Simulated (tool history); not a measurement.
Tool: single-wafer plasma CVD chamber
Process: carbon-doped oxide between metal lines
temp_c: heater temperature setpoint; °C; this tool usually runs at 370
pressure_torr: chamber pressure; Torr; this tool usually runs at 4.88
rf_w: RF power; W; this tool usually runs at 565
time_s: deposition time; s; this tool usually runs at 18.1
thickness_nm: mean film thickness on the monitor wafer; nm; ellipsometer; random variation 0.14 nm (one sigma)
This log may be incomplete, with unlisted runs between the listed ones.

run	hour	temp_c	pressure_torr	rf_w	time_s	read-back reference wafer on the same gauge, thickness_nm	thickness_nm
1	0	370	4.88	565	18.1	84.628	88.206
2	16.9	370	4.88	565	18.1	84.598	88.223
3	26.7	370	4.88	565	18.1	84.637	87.798
4	43.9	370	4.88	565	18.1	84.627	87.953
5	55.7	370	4.88	565	18.1	84.565	87.88
6	67.2	370	4.88	565	18.1	84.539	87.765
7	79.2	370	4.88	565	18.1	84.588	87.98
8	87.7	359	4.88	565	18.1	84.559	90.216
9	129	359	4.88	565	18.1	84.564	90.118
10	142	359	4.88	565	18.1	84.627	89.906
11	156.6	370	4.88	565	18.9	84.552	91.324
12	174.9	383	3.76	600	20.4	84.593	97.224
13	180.9	370	4.88	565	18.1	84.56	87.281
14	197.8	370	4.88	610	16.2	84.607	84.174
15	204.5	374	4.34	465	15.2	84.578	61.455
16	212	370	4.88	565	18.1	84.622	88.402
17	227.4	375	4.88	565	20	84.516	103.039
18	228.2	370	4.88	565	16.4	84.555	85.795
19	245	374	3.92	565	18.1	84.635	91.786
20	258.1	370	4.88	565	20.2	84.525	105.231
21	276	370	4.13	500	18.1	84.651	84.262
22	292.3	370	4.88	565	19.8	84.632	103.117
23	296	370	4.88	565	16.3	84.575	85.125
24	323.2	366	4.26	605	18.1	84.57	98.784
25	340.6	379	5.67	565	18.1	84.682	93.493
26	356.7	370	4.88	565	18.1	84.574	93.999
27	364.1	370	4.88	565	18.1	84.582	94.026
28	376.5	357	4.88	565	20.9	84.637	111.943
29	387.5	370	4.26	565	18.1	84.643	92.833

Taken out of this log: 5 entries between the listed runs. Where each belongs, and how the hidden state differs across it:
Between runs 11 and 12: showerhead replaced (hour 174.4)
  wafer temperature above the value expected at the setpoint (K): 7.04 -> 7.26; delivered RF power above the setpoint (%): -8.7 -> -8.79
  the result without the hidden state subtracted from the measured one, thickness_nm: -8.502 -> -8.799 nm
Between runs 13 and 14: thermocouple changed; heater temperature recalibrated (hour 194.1)
  wafer temperature above the value expected at the setpoint (K): 7.34 -> 0.478; delivered RF power above the setpoint (%): -8.82 -> -8.9
  the result without the hidden state subtracted from the measured one, thickness_nm: -8.289 -> -6.355 nm
Between runs 16 and 17: RF generator calibrated (hour 226.9)
  wafer temperature above the value expected at the setpoint (K): 0.48 -> 0.484; delivered RF power above the setpoint (%): -8.96 -> -1.07
  the result without the hidden state subtracted from the measured one, thickness_nm: -6.877 -> -0.969 nm
Between runs 21 and 22: gauge calibrated (hour 291.2); capacitance manometer re-zeroed and calibrated (hour 291.8)
  wafer temperature above the value expected at the setpoint (K): 0.511 -> 0.526; delivered RF power above the setpoint (%): -1.29 -> -1.37
  the result without the hidden state subtracted from the measured one, thickness_nm: -0.989 -> -1.226 nm

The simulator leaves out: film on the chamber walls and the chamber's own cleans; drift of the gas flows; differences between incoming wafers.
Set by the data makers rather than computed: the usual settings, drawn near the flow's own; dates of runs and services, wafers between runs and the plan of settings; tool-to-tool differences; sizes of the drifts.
